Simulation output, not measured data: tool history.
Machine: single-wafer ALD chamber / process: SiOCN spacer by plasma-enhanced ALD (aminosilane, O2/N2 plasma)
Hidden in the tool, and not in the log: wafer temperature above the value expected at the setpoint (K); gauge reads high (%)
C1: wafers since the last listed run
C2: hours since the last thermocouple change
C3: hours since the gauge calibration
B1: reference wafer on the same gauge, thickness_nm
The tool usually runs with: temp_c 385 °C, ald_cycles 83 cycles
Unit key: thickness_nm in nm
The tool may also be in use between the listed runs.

Run 1, hour 0.0: usual settings; C1 0; C2 2073.5; C3 306.7; B1 4.747. Result: thickness_nm 4.963 nm.
Run 2, hour 32.1: usual settings; C1 123; C2 2105.6; C3 338.8; B1 4.749. Result: thickness_nm 4.927 nm.
Run 3, hour 59.2: usual settings; C1 104; C2 2132.7; C3 365.9; B1 4.748. Result: thickness_nm 4.944 nm.
Run 4, hour 94.1: usual settings; C1 134; C2 2167.6; C3 400.8; B1 4.751. Result: thickness_nm 4.929 nm.
Run 5, hour 113.7: usual settings but ald_cycles 93 cycles; C1 75; C2 2187.2; C3 420.4; B1 4.747. Result: thickness_nm 5.541 nm.
Run 6, hour 206.1: usual settings but ald_cycles 93 cycles; C1 356; C2 2279.6; C3 512.8; B1 4.750. Result: thickness_nm 5.559 nm.
Run 7, hour 234.6: usual settings but temp_c 382 °C, ald_cycles 78 cycles; C1 109; C2 2308.1; C3 541.3; B1 4.752. Result: thickness_nm 4.631 nm.
Run 8, hour 256.7: usual settings; C1 85; C2 2330.2; C3 563.4; B1 4.754. Result: thickness_nm 4.965 nm.
At hour 278.3: gauge calibrated.
Run 9, hour 288.8: usual settings; C1 123; C2 2362.3; C3 10.5; B1 4.750. Result: thickness_nm 4.945 nm.
Run 10, hour 319.1: usual settings; C1 116; C2 2392.6; C3 40.8; B1 4.750. Result: thickness_nm 4.927 nm.
Run 11, hour 342.6: usual settings but ald_cycles 93 cycles; C1 90; C2 2416.1; C3 64.3; B1 4.748. Result: thickness_nm 5.552 nm.
Run 12, hour 361.1: usual settings but temp_c 377 °C, ald_cycles 98 cycles; C1 71; C2 2434.6; C3 82.8; B1 4.751. Result: thickness_nm 5.853 nm.
At hour 393.0: thermocouple changed; heater temperature recalibrated.
Run 13, hour 393.5: usual settings but temp_c 395 °C, ald_cycles 74 cycles; C1 94; C2 0.5; C3 115.2; B1 4.750. Result: thickness_nm 4.392 nm.
Run 14, hour 410.2: usual settings but temp_c 393 °C, ald_cycles 72 cycles; C1 64; C2 17.2; C3 131.9; B1 4.751. Result: thickness_nm 4.293 nm.
Run 15, hour 429.2: usual settings but temp_c 372 °C, ald_cycles 89 cycles; C1 73; C2 36.2; C3 150.9; B1 4.753. Result: thickness_nm 5.333 nm.
Run 16, hour 458.4: usual settings but temp_c 377 °C, ald_cycles 70 cycles; C1 112; C2 65.4; C3 180.1; B1 4.747. Result: thickness_nm 4.185 nm.

For run 17, what comes out?
Run 17, hour 531.3: usual settings but temp_c 391 °C, ald_cycles 94 cycles; C1 281; C2 138.3; C3 253.0; B1 ?. Result: thickness_nm ?.

For run 17 the tool returned B1 4.752, thickness_nm 5.605 nm.
Were there no unlogged condition in the tool, this run, its random variation unchanged, would have produced thickness_nm 5.605 nm.
